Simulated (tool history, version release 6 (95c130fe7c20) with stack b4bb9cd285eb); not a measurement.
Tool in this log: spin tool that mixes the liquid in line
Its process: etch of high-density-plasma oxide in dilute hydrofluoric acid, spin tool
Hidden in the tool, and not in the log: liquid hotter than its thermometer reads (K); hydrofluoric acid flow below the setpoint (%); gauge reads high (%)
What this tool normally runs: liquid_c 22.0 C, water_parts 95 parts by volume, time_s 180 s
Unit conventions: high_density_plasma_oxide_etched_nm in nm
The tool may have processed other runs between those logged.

run    hour  liquid_c  water_parts  time_s  wafers since the last listed run  hours since the thermometer was replaced  hours since the hydrofluoric acid flow meter was replaced  hours since the gauge calibration  read-back film thickness of the high-density-plasma oxide reference wafer, read on the same gauge (nm)  high_density_plasma_oxide_etched_nm
  1     0.0      22.0          105     180                                 0                                    1955.7                                                     1091.5                              378.6                                                                                                   30.00                                 8.19
        4.3  -- hydrofluoric acid flow meter replaced
  2    36.5      22.0          105     180                               168                                    1992.2                                                       32.2                              415.1                                                                                                   29.97                                 8.60
  3   109.7      22.0           95     180                               347                                    2065.4                                                      105.4                              488.3                                                                                                   30.03                                 9.56
  4   148.9      22.0           95     180                               185                                    2104.6                                                      144.6                              527.5                                                                                                   30.01                                 9.60
  5   188.4      22.0           95     180                               187                                    2144.1                                                      184.1                              567.0                                                                                                   30.00                                 9.67
  6   284.2      22.0          115     180                               454                                    2239.9                                                      279.9                              662.8                                                                                                   30.01                                 7.72
  7   558.1      22.0          115     180                              1299                                    2513.8                                                      553.8                              936.7                                                                                                   29.98                                 7.58
  8   629.8      22.0          115     180                               340                                    2585.5                                                      625.5                             1008.4                                                                                                   30.02                                 7.76
  9   667.7      22.0           95     180                               179                                    2623.4                                                      663.4                             1046.3                                                                                                   30.03                                 9.47
 10   772.6      22.0           95     180                               497                                    2728.3                                                      768.3                             1151.2                                                                                                   30.00                                 9.44
 11   875.6      22.0           75     180                               488                                    2831.3                                                      871.3                             1254.2                                                                                                   30.01                                12.38
 12   938.9      22.0           95     180                               300                                    2894.6                                                      934.6                             1317.5                                                                                                   29.99                                 9.48
      949.9  -- hydrofluoric acid flow meter replaced
 13  1007.3      22.0           95     180                               319                                    2963.0                                                       57.4                             1385.9                                                                                                   29.99                                 9.90
 14  1055.0      22.0          105     180                               226                                    3010.7                                                      105.1                             1433.6                                                                                                   29.99                                 8.93
     1080.7  -- thermometer replaced
 15  1107.4      22.0          105     180                               243                                      26.7                                                      157.5                             1486.0                                                                                                   30.01                                 8.01
 16  1172.4      20.0           55     180                               308                                      91.7                                                      222.5                             1551.0                                                                                                   29.98                                15.07
 17  1231.2      24.0          125      75                               278                                     150.5                                                      281.3                             1609.8                                                                                                   29.99                                 2.97
 18  1316.4      19.0           75     105                               404                                     235.7                                                      366.5                             1695.0                                                                                                   29.98                                 5.99
     1612.1  -- gauge calibrated
 19  1613.6      22.0          105     180                              1410                                     532.9                                                      663.7                                1.5                                                                                                   29.99                                 8.02
 20  1694.2      24.5          115     100                               382                                     613.5                                                      744.3                               82.1                                                                                                   30.02                                 4.39
 21  1758.7      22.0          120     180                               306                                     678.0                                                      808.8                              146.6                                                                                                   29.99                                 6.91
 22  1798.9      22.0          125     180                               190                                     718.2                                                      849.0                              186.8                                                                                                   30.00                                 6.51
 23  1844.6      19.0           95     180                               216                                     763.9                                                      894.7                              232.5                                                                                                   30.01                                 7.89
 24  1920.6      18.0          115     145                               360                                     839.9                                                      970.7                              308.5                                                                                                   30.01                                 4.91
 25  2024.1      17.5           80     255                               491                                     943.4                                                     1074.2                              412.0                                                                                                   30.00                                12.61
     2068.2  -- hydrofluoric acid flow meter replaced
 26  2115.2      22.0           95     180                               427                                    1034.5                                                       47.0                              503.1                                                                                                   30.00                                 9.27
 27  2219.1      18.5           95     180                               492                                    1138.4                                                      150.9                              607.0                                                                                                   29.99                                 8.02

The logged runs with the hidden state left out (each run's random variation unchanged):
run  high_density_plasma_oxide_etched_nm
  1                                 8.09
  2                                 8.07
  3                                 8.98
  4                                 9.01
  5                                 9.09
  6                                 7.27
  7                                 7.17
  8                                 7.34
  9                                 8.95
 10                                 8.93
 11                                11.70
 12                                 8.99
 13                                 8.94
 14                                 8.08
 15                                 7.99
 16                                15.02
 17                                 2.97
 18                                 5.97
 19                                 8.05
 20                                 4.42
 21                                 6.95
 22                                 6.56
 23                                 7.92
 24                                 4.93
 25                                12.66
 26                                 9.02
 27                                 7.79
